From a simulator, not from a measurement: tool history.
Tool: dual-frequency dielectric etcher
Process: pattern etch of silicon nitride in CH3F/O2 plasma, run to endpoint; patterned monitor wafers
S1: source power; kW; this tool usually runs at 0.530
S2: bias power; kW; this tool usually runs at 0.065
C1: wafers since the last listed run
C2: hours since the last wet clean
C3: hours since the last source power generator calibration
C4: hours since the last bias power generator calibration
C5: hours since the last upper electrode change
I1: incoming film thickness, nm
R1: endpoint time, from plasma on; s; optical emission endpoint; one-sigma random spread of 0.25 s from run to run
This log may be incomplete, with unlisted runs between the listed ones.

run 1 hour=0.0 | S1=0.490 S2=0.065 | C1=0 C2=0.5 C3=1652.6 C4=2227.9 C5=2626.8 | I1=67.7 | R1=81.9
run 2 hour=26.9 | S1=0.530 S2=0.065 | C1=178 C2=27.4 C3=1679.5 C4=2254.8 C5=2653.7 | I1=68.0 | R1=81.0
run 3 hour=62.9 | S1=0.580 S2=0.065 | C1=238 C2=63.4 C3=1715.5 C4=2290.8 C5=2689.7 | I1=67.7 | R1=79.5
run 4 hour=89.0 | S1=0.580 S2=0.065 | C1=173 C2=89.5 C3=1741.6 C4=2316.9 C5=2715.8 | I1=68.1 | R1=80.1
run 5 hour=113.2 | S1=0.530 S2=0.060 | C1=160 C2=113.7 C3=1765.8 C4=2341.1 C5=2740.0 | I1=67.2 | R1=82.7
run 6 hour=256.5 | S1=0.530 S2=0.060 | C1=949 C2=257.0 C3=1909.1 C4=2484.4 C5=2883.3 | I1=67.4 | R1=83.0
run 7 hour=308.4 | S1=0.530 S2=0.065 | C1=344 C2=308.9 C3=1961.0 C4=2536.3 C5=2935.2 | I1=67.1 | R1=81.0
run 8 hour=375.6 | S1=0.530 S2=0.065 | C1=445 C2=376.1 C3=2028.2 C4=2603.5 C5=3002.4 | I1=68.4 | R1=82.5
run 9 hour=418.0 | S1=0.530 S2=0.065 | C1=281 C2=418.5 C3=2070.6 C4=2645.9 C5=3044.8 | I1=67.0 | R1=80.6
run 10 hour=488.2 | S1=0.530 S2=0.065 | C1=465 C2=488.7 C3=2140.8 C4=2716.1 C5=3115.0 | I1=68.1 | R1=81.9
run 11 hour=556.1 | S1=0.530 S2=0.065 | C1=450 C2=556.6 C3=2208.7 C4=2784.0 C5=3182.9 | I1=67.6 | R1=81.8
run 12 hour=593.1 | S1=0.530 S2=0.065 | C1=245 C2=593.6 C3=2245.7 C4=2821.0 C5=3219.9 | I1=67.3 | R1=82.2
run 13 hour=637.2 | S1=0.530 S2=0.065 | C1=292 C2=637.7 C3=2289.8 C4=2865.1 C5=3264.0 | I1=68.2 | R1=83.0
-- hour=699.9 wet clean of the chamber
run 14 hour=710.3 | S1=0.530 S2=0.065 | C1=325 C2=10.4 C3=2362.9 C4=2938.2 C5=3337.1 | I1=66.9 | R1=79.7
run 15 hour=781.1 | S1=0.530 S2=0.065 | C1=469 C2=81.2 C3=2433.7 C4=3009.0 C5=3407.9 | I1=67.9 | R1=81.3
run 16 hour=821.8 | S1=0.530 S2=0.065 | C1=269 C2=121.9 C3=2474.4 C4=3049.7 C5=3448.6 | I1=67.1 | R1=80.6
run 17 hour=857.4 | S1=0.430 S2=0.053 | C1=235 C2=157.5 C3=2510.0 C4=3085.3 C5=3484.2 | I1=67.8 | R1=90.2
run 18 hour=916.8 | S1=0.590 S2=0.076 | C1=393 C2=216.9 C3=2569.4 C4=3144.7 C5=3543.6 | I1=67.3 | R1=74.8
run 19 hour=948.6 | S1=0.450 S2=0.074 | C1=210 C2=248.7 C3=2601.2 C4=3176.5 C5=3575.4 | I1=67.6 | R1=80.6
run 20 hour=1004.3 | S1=0.610 S2=0.076 | C1=369 C2=304.4 C3=2656.9 C4=3232.2 C5=3631.1 | I1=67.8 | R1=74.9
run 21 hour=1036.7 | S1=0.410 S2=0.070 | C1=214 C2=336.8 C3=2689.3 C4=3264.6 C5=3663.5 | I1=67.0 | R1=82.9
-- hour=1085.4 upper electrode replaced
run 22 hour=1085.9 | S1=0.430 S2=0.058 | C1=167 C2=386.0 C3=2738.5 C4=3313.8 C5=0.5 | I1=67.7 | R1=87.9
-- hour=1140.6 source power generator calibrated
run 23 hour=1252.1 | S1=0.490 S2=0.073 | C1=1075 C2=552.2 C3=111.5 C4=3480.0 C5=166.7 | I1=67.8 | R1=79.9
-- hour=1302.7 bias power generator calibrated
run 24 hour=1303.2 | S1=0.530 S2=0.065 | C1=312 C2=603.3 C3=162.6 C4=0.5 C5=217.8 | I1=67.0 | R1=82.6
-- hour=1381.5 wet clean of the chamber
run 25 hour=1382.0 | S1=0.420 S2=0.071 | C1=363 C2=0.5 C3=241.4 C4=79.3 C5=296.6 | I1=68.1 | R1=83.7
run 26 hour=1415.3 | S1=0.480 S2=0.057 | C1=220 C2=33.8 C3=274.7 C4=112.6 C5=329.9 | I1=67.1 | R1=86.4
run 27 hour=1473.7 | S1=0.410 S2=0.070 | C1=387 C2=92.2 C3=333.1 C4=171.0 C5=388.3 | I1=67.5 | R1=83.7
run 28 hour=1505.8 | S1=0.620 S2=0.051 | C1=212 C2=124.3 C3=365.2 C4=203.1 C5=420.4 | I1=67.1 | R1=84.7
run 29 hour=1557.8 | S1=0.640 S2=0.080 | C1=344 C2=176.3 C3=417.2 C4=255.1 C5=472.4 | I1=67.8 | R1=73.7
run 30 hour=1591.9 | S1=0.440 S2=0.059 | C1=226 C2=210.4 C3=451.3 C4=289.2 C5=506.5 | I1=67.3 | R1=87.2
run 31 hour=1660.4 | S1=0.530 S2=0.058 | C1=454 C2=278.9 C3=519.8 C4=357.7 C5=575.0 | I1=66.8 | R1=84.0
run 32 hour=1705.5 | S1=0.530 S2=0.077 | C1=298 C2=324.0 C3=564.9 C4=402.8 C5=620.1 | I1=67.6 | R1=77.6
run 33 hour=1763.4 | S1=0.420 S2=0.059 | C1=383 C2=381.9 C3=622.8 C4=460.7 C5=678.0 | I1=67.9 | R1=88.7
run 34 hour=1833.3 | S1=0.530 S2=0.072 | C1=463 C2=451.8 C3=692.7 C4=530.6 C5=747.9 | I1=67.9 | R1=79.9
run 35 hour=1870.3 | S1=0.530 S2=0.075 | C1=245 C2=488.8 C3=729.7 C4=567.6 C5=784.9 | I1=67.5 | R1=78.6
run 36 hour=1901.9 | S1=0.530 S2=0.065 | C1=209 C2=520.4 C3=761.3 C4=599.2 C5=816.5 | I1=67.8 | R1=82.1

The logged runs with the hidden state left out (each run's random variation unchanged):
Unlogged tool condition in this case: etch rate over this chamber's usual, %; source power that arrives over what is set, %; bias power that arrives over what is set, %.
run=1 R1=83.0
run=2 R1=82.0
run=3 R1=80.4
run=4 R1=81.0
run=5 R1=83.5
run=6 R1=83.4
run=7 R1=81.3
run=8 R1=82.7
run=9 R1=80.6
run=10 R1=81.8
run=11 R1=81.5
run=12 R1=81.8
run=13 R1=82.5
run=14 R1=80.8
run=15 R1=82.2
run=16 R1=81.4
run=17 R1=91.0
run=18 R1=75.5
run=19 R1=81.2
run=20 R1=75.3
run=21 R1=83.3
run=22 R1=88.1
run=23 R1=79.7
run=24 R1=81.3
run=25 R1=83.9
run=26 R1=86.5
run=27 R1=83.7
run=28 R1=84.6
run=29 R1=73.6
run=30 R1=87.0
run=31 R1=83.7
run=32 R1=77.2
run=33 R1=88.1
run=34 R1=79.2
run=35 R1=77.9
run=36 R1=81.3
